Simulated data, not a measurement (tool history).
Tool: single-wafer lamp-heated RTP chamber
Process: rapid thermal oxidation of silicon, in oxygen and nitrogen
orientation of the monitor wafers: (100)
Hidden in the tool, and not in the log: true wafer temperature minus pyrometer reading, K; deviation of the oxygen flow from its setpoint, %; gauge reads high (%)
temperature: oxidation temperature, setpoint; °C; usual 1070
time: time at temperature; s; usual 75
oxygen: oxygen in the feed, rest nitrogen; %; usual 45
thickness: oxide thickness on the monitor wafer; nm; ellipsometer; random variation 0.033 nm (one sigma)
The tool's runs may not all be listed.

| run | hour | temperature | time | oxygen | wafers since the last listed run | wafers since the last pyrometer calibration | hours since the oxygen flow controller was replaced | hours since the gauge calibration | read-back reference wafer on the same gauge, thickness | thickness |
|---|---|---|---|---|---|---|---|---|---|---|
| 1 | 0.0 | 1070 | 75 | 45 | 0 | 2655 | 5063.3 | 568.6 | 7.799 | 8.744 |
| 2 | 69.9 | 1070 | 75 | 45 | 1270 | 3926 | 5133.2 | 638.5 | 7.804 | 8.806 |
| 3 | 225.6 | 1070 | 75 | 45 | 2831 | 6757 | 5288.9 | 794.2 | 7.794 | 8.850 |
| 4 | 300.5 | 1070 | 75 | 45 | 1361 | 8119 | 5363.8 | 869.1 | 7.793 | 8.866 |
| 5 | 325.0 | 1070 | 75 | 45 | 445 | 8564 | 5388.3 | 893.6 | 7.804 | 8.840 |
|  | 361.3 | pyrometer window cleaned and pyrometer calibrated |
| 6 | 387.8 | 1070 | 75 | 45 | 996 | 481 | 5451.1 | 956.4 | 7.801 | 9.080 |
| 7 | 422.5 | 1070 | 75 | 45 | 630 | 1112 | 5485.8 | 991.1 | 7.803 | 9.043 |
| 8 | 450.6 | 1070 | 75 | 45 | 510 | 1623 | 5513.9 | 1019.2 | 7.796 | 9.119 |
| 9 | 516.1 | 1070 | 75 | 45 | 1190 | 2814 | 5579.4 | 1084.7 | 7.799 | 9.085 |
| 10 | 689.8 | 1070 | 75 | 45 | 3158 | 5972 | 5753.1 | 1258.4 | 7.802 | 9.160 |
|  | 720.2 | oxygen flow controller replaced |
| 11 | 728.8 | 1070 | 75 | 45 | 563 | 6536 | 8.6 | 1297.4 | 7.796 | 9.295 |
| 12 | 771.9 | 1089 | 75 | 45 | 783 | 7319 | 51.7 | 1340.5 | 7.797 | 10.428 |
| 13 | 826.1 | 1089 | 75 | 32 | 985 | 8305 | 105.9 | 1394.7 | 7.797 | 9.213 |
| 14 | 854.2 | 1054 | 75 | 45 | 510 | 8816 | 134.0 | 1422.8 | 7.811 | 8.288 |
|  | 870.3 | gauge calibrated |
| 15 | 884.4 | 1054 | 75 | 45 | 549 | 9365 | 164.2 | 14.1 | 7.802 | 8.244 |
| 16 | 919.9 | 1054 | 75 | 45 | 645 | 10010 | 199.7 | 49.6 | 7.800 | 8.314 |
|  | 929.9 | pyrometer window cleaned and pyrometer calibrated, repeated, since the last time left the tool worse |
| 17 | 984.2 | 1070 | 75 | 45 | 1023 | 987 | 264.0 | 113.9 | 7.802 | 8.745 |
| 18 | 1033.9 | 1070 | 75 | 21 | 903 | 1891 | 313.7 | 163.6 | 7.791 | 6.715 |
| 19 | 1062.6 | 1070 | 56 | 18 | 521 | 2413 | 342.4 | 192.3 | 7.801 | 5.590 |
| 20 | 1249.4 | 1070 | 56 | 18 | 3396 | 5809 | 529.2 | 379.1 | 7.796 | 5.671 |
| 21 | 1289.6 | 1070 | 75 | 59 | 730 | 6540 | 569.4 | 419.3 | 7.806 | 9.656 |
| 22 | 1316.6 | 1081 | 48 | 27 | 490 | 7031 | 596.4 | 446.3 | 7.802 | 6.550 |
| 23 | 1369.9 | 1055 | 75 | 37 | 969 | 8000 | 649.7 | 499.6 | 7.796 | 7.508 |
|  | 1387.2 | pyrometer window cleaned and pyrometer calibrated |
| 24 | 1424.1 | 1093 | 75 | 63 | 840 | 670 | 703.9 | 553.8 | 7.795 | 11.392 |
| 25 | 1472.2 | 1070 | 75 | 45 | 874 | 1545 | 752.0 | 601.9 | 7.799 | 8.758 |
| 26 | 1534.8 | 1098 | 75 | 45 | 1138 | 2683 | 814.6 | 664.5 | 7.796 | 10.485 |
| 27 | 1576.1 | 1094 | 55 | 45 | 750 | 3434 | 855.9 | 705.8 | 7.796 | 8.908 |
| 28 | 1602.8 | 1070 | 75 | 45 | 485 | 3920 | 882.6 | 732.5 | 7.801 | 8.790 |
| 29 | 1652.6 | 1046 | 75 | 45 | 905 | 4825 | 932.4 | 782.3 | 7.800 | 7.482 |
| 30 | 1714.7 | 1070 | 43 | 45 | 1129 | 5954 | 994.5 | 844.4 | 7.793 | 6.900 |
| 31 | 1745.1 | 1054 | 75 | 45 | 552 | 6507 | 1024.9 | 874.8 | 7.807 | 7.921 |
| 32 | 1816.4 | 1070 | 75 | 45 | 1296 | 7804 | 1096.2 | 946.1 | 7.805 | 8.795 |
| 33 | 1868.1 | 1051 | 96 | 22 | 940 | 8744 | 1147.9 | 997.8 | 7.798 | 6.789 |
|  | 1878.3 | pyrometer window cleaned and pyrometer calibrated |
| 34 | 1938.6 | 1070 | 75 | 45 | 1136 | 1097 | 1218.4 | 1068.3 | 7.803 | 8.714 |
| 35 | 1998.3 | 1070 | 75 | 45 | 1085 | 2182 | 1278.1 | 1128.0 | 7.799 | 8.743 |
| 36 | 2055.1 | 1083 | 45 | 64 | 1032 | 3215 | 1334.9 | 1184.8 | 7.803 | 8.699 |
| 37 | 2185.1 | 1093 | 99 | 45 | 2363 | 5579 | 1464.9 | 1314.8 | 7.798 | 11.710 |
| 38 | 2221.4 | 1070 | 64 | 45 | 660 | 6239 | 1501.2 | 1351.1 | 7.801 | 8.284 |

3 ways to go on from here, each from the tool as it stands after run 38. What would each give?
| A | 2221.8 | 1044 | 75 | 45 | 7 | 6246 | 1501.6 | 1351.5 | ? | ? |
| B | 2221.8 | 1085 | 75 | 45 | 7 | 6246 | 1501.6 | 1351.5 | ? | ? |
| C | 2221.8 | 1070 | 75 | 65 | 7 | 6246 | 1501.6 | 1351.5 | ? | ? |

| run | read-back reference wafer on the same gauge, thickness | thickness |
|---|---|---|
| A | 7.799 | 7.423 |
| B | 7.799 | 9.740 |
| C | 7.799 | 10.076 |
Without the tool's hidden state the same runs would have given:
| run | thickness |
|---|---|
| A | 7.262 |
| B | 9.542 |
| C | 9.865 |
